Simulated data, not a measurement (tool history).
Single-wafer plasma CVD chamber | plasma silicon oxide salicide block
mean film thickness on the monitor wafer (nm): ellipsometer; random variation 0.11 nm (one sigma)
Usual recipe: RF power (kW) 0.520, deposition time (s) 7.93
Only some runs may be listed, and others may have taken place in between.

run,day,RF power (kW),deposition time (s),"read-back reference wafer on the same gauge, thickness_nm",mean film thickness on the monitor wafer (nm)
1,0.000,0.520,7.93,78.672,72.590
2,0.679,0.520,7.93,78.681,72.775
3,2.075,0.590,7.93,78.700,75.374
4,3.138,0.520,7.93,78.688,72.770
5,3.912,0.520,6.92,78.693,63.504
6,4.617,0.520,6.92,78.713,63.401
7,5.125,0.520,6.92,78.706,63.335
8,5.883,0.520,7.93,78.685,72.694
9,6.400,0.520,7.93,78.702,72.464
10,7.692,0.520,7.93,78.707,72.659
11,9.175,0.490,7.93,78.674,71.448
12,9.692,0.490,7.93,78.703,71.275
13,10.521,0.490,7.93,78.709,71.371
# day 11.508: showerhead replaced
# day 11.583: RF generator calibrated
14,11.642,0.520,7.93,78.691,74.340
15,12.750,0.520,7.93,78.713,74.380
16,13.533,0.465,6.90,78.700,62.673
17,14.604,0.600,6.90,78.708,67.102
# day 15.292: gauge calibrated
18,15.958,0.435,8.86,78.688,79.001
19,17.258,0.470,8.36,78.683,76.066
20,18.333,0.520,7.93,78.725,74.283
21,19.017,0.620,7.93,78.701,77.723
22,20.162,0.480,9.39,78.701,86.000
23,21.508,0.625,9.46,78.731,92.835
24,22.304,0.565,8.83,78.695,84.471
25,23.600,0.475,7.93,78.682,72.317
26,24.383,0.440,7.93,78.708,70.959
27,25.358,0.520,6.37,78.690,59.515
28,26.408,0.520,7.93,78.680,74.061
29,27.525,0.520,7.21,78.707,67.277
30,28.704,0.430,6.79,78.702,60.335
31,29.229,0.520,7.93,78.693,74.001

Predict each of these 3 candidate next runs independently; none follows another, all start after run 31:
A,29.246,0.520,7.93,?,?
B,29.246,0.600,9.50,?,?
C,29.246,0.570,7.23,?,?

run,"read-back reference wafer on the same gauge, thickness_nm",mean film thickness on the monitor wafer (nm)
A,78.714,73.895
B,78.714,92.002
C,78.714,69.054
The same runs, with their run-to-run variation unchanged, on a tool lacking any hidden condition would have given:
run,mean film thickness on the monitor wafer (nm)
A,74.231
B,92.420
C,69.367
